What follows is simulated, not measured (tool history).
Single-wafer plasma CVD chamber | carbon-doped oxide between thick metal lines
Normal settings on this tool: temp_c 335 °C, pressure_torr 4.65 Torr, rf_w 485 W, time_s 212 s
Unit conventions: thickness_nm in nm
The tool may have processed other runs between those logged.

| run | day | temp_c | pressure_torr | rf_w | time_s | wafers since the last listed run | hours since the last thermocouple change | hours since the last RF generator calibration | hours since the last manometer calibration | hours since the showerhead was replaced | hours since the gauge calibration | read-back reference wafer on the same gauge, thickness_nm | thickness_nm |
|---|---|---|---|---|---|---|---|---|---|---|---|---|---|
| 1 | 0.000 | 335 | 4.65 | 485 | 212 | 0 | 2007.2 | 1111.4 | 2135.2 | 7475.9 | 369.9 | 879.511 | 964.223 |
| 2 | 0.496 | 335 | 4.65 | 485 | 212 | 73 | 2019.1 | 1123.3 | 2147.1 | 7487.8 | 381.8 | 880.421 | 962.519 |
| 3 | 1.212 | 335 | 4.65 | 485 | 212 | 106 | 2036.3 | 1140.5 | 2164.3 | 7505.0 | 399.0 | 879.519 | 965.030 |
| 4 | 1.521 | 342 | 4.65 | 485 | 212 | 45 | 2043.7 | 1147.9 | 2171.7 | 7512.4 | 406.4 | 879.613 | 944.710 |
| 5 | 1.912 | 342 | 4.65 | 485 | 212 | 58 | 2053.1 | 1157.3 | 2181.1 | 7521.8 | 415.8 | 880.005 | 946.704 |
| 6 | 2.621 | 342 | 4.65 | 485 | 212 | 104 | 2070.1 | 1174.3 | 2198.1 | 7538.8 | 432.8 | 880.626 | 946.084 |
|  | 2.779 | gauge calibrated |
| 7 | 2.925 | 335 | 4.65 | 485 | 212 | 45 | 2077.4 | 1181.6 | 2205.4 | 7546.1 | 3.5 | 879.275 | 965.084 |
|  | 4.392 | thermocouple changed; heater temperature recalibrated |
| 8 | 4.725 | 335 | 4.65 | 485 | 212 | 217 | 8.0 | 1224.8 | 2248.6 | 7589.3 | 46.7 | 881.044 | 967.568 |
| 9 | 5.158 | 335 | 4.65 | 485 | 212 | 64 | 18.4 | 1235.2 | 2259.0 | 7599.7 | 57.1 | 880.481 | 962.738 |
| 10 | 5.504 | 335 | 4.65 | 485 | 212 | 51 | 26.7 | 1243.5 | 2267.3 | 7608.0 | 65.4 | 879.584 | 965.226 |
| 11 | 5.762 | 335 | 4.65 | 485 | 212 | 38 | 32.9 | 1249.7 | 2273.5 | 7614.2 | 71.6 | 881.020 | 966.052 |
| 12 | 6.242 | 339 | 4.65 | 485 | 225 | 71 | 44.4 | 1261.2 | 2285.0 | 7625.7 | 83.1 | 879.120 | 1013.010 |
| 13 | 6.933 | 325 | 4.65 | 485 | 212 | 102 | 61.0 | 1277.8 | 2301.6 | 7642.3 | 99.7 | 880.364 | 994.804 |
|  | 7.383 | capacitance manometer re-zeroed and calibrated |
| 14 | 7.433 | 335 | 4.65 | 485 | 212 | 24 | 73.0 | 1289.8 | 1.2 | 7654.3 | 111.7 | 880.105 | 962.138 |
| 15 | 7.700 | 335 | 4.65 | 485 | 212 | 39 | 79.4 | 1296.2 | 7.6 | 7660.7 | 118.1 | 880.288 | 958.645 |
| 16 | 8.375 | 335 | 4.65 | 485 | 244 | 100 | 95.6 | 1312.4 | 23.8 | 7676.9 | 134.3 | 879.697 | 1104.634 |
| 17 | 8.762 | 335 | 5.33 | 485 | 212 | 57 | 104.9 | 1321.7 | 33.1 | 7686.2 | 143.6 | 880.385 | 975.976 |
| 18 | 9.233 | 347 | 4.16 | 485 | 212 | 69 | 116.2 | 1333.0 | 44.4 | 7697.5 | 154.9 | 880.113 | 915.166 |
|  | 10.192 | showerhead replaced |
| 19 | 10.212 | 321 | 4.65 | 425 | 176 | 95 | 139.7 | 1356.5 | 67.9 | 0.5 | 178.4 | 880.140 | 750.130 |
| 20 | 10.529 | 344 | 4.65 | 485 | 212 | 46 | 147.3 | 1364.1 | 75.5 | 8.1 | 186.0 | 879.909 | 934.633 |
| 21 | 11.012 | 327 | 5.43 | 485 | 235 | 71 | 158.9 | 1375.7 | 87.1 | 19.7 | 197.6 | 880.073 | 1115.346 |
| 22 | 11.654 | 335 | 4.65 | 485 | 236 | 95 | 174.3 | 1391.1 | 102.5 | 35.1 | 213.0 | 879.151 | 1068.009 |
|  | 12.504 | RF generator calibrated |
| 23 | 13.712 | 335 | 3.59 | 485 | 212 | 255 | 223.7 | 29.0 | 151.9 | 84.5 | 262.4 | 879.180 | 981.227 |
| 24 | 14.083 | 344 | 3.79 | 535 | 236 | 54 | 232.6 | 37.9 | 160.8 | 93.4 | 271.3 | 879.531 | 1141.448 |
| 25 | 14.425 | 335 | 4.65 | 485 | 212 | 50 | 240.8 | 46.1 | 169.0 | 101.6 | 279.5 | 880.324 | 1009.157 |
| 26 | 14.792 | 330 | 4.65 | 395 | 246 | 54 | 249.6 | 54.9 | 177.8 | 110.4 | 288.3 | 879.801 | 1005.147 |
| 27 | 15.496 | 346 | 4.97 | 485 | 212 | 104 | 266.5 | 71.8 | 194.7 | 127.3 | 305.2 | 880.472 | 984.120 |
| 28 | 17.588 | 326 | 4.65 | 445 | 212 | 309 | 316.7 | 122.0 | 244.9 | 177.5 | 355.4 | 879.234 | 961.247 |

Subtracting, for every run, the result it would have given without the tool's unlogged condition from the measured result gives the following. The same run-to-run variation enters both numbers; the gauge's scatter may not:
What the log doesn't record here: wafer temperature above the value expected at the setpoint (K); delivered RF power above the setpoint (%); true pressure above the setpoint (%); gauge reads high (%).
| run | thickness_nm |
|---|---|
| 1 | -50.746 |
| 2 | -50.836 |
| 3 | -51.223 |
| 4 | -50.249 |
| 5 | -50.486 |
| 6 | -50.684 |
| 7 | -51.801 |
| 8 | -52.493 |
| 9 | -52.360 |
| 10 | -52.594 |
| 11 | -52.714 |
| 12 | -55.417 |
| 13 | -54.616 |
| 14 | -52.956 |
| 15 | -52.833 |
| 16 | -61.076 |
| 17 | -54.060 |
| 18 | -50.802 |
| 19 | -47.045 |
| 20 | -52.178 |
| 21 | -62.393 |
| 22 | -59.901 |
| 23 | -6.206 |
| 24 | -8.027 |
| 25 | -8.043 |
| 26 | -10.725 |
| 27 | -10.193 |
| 28 | -16.452 |
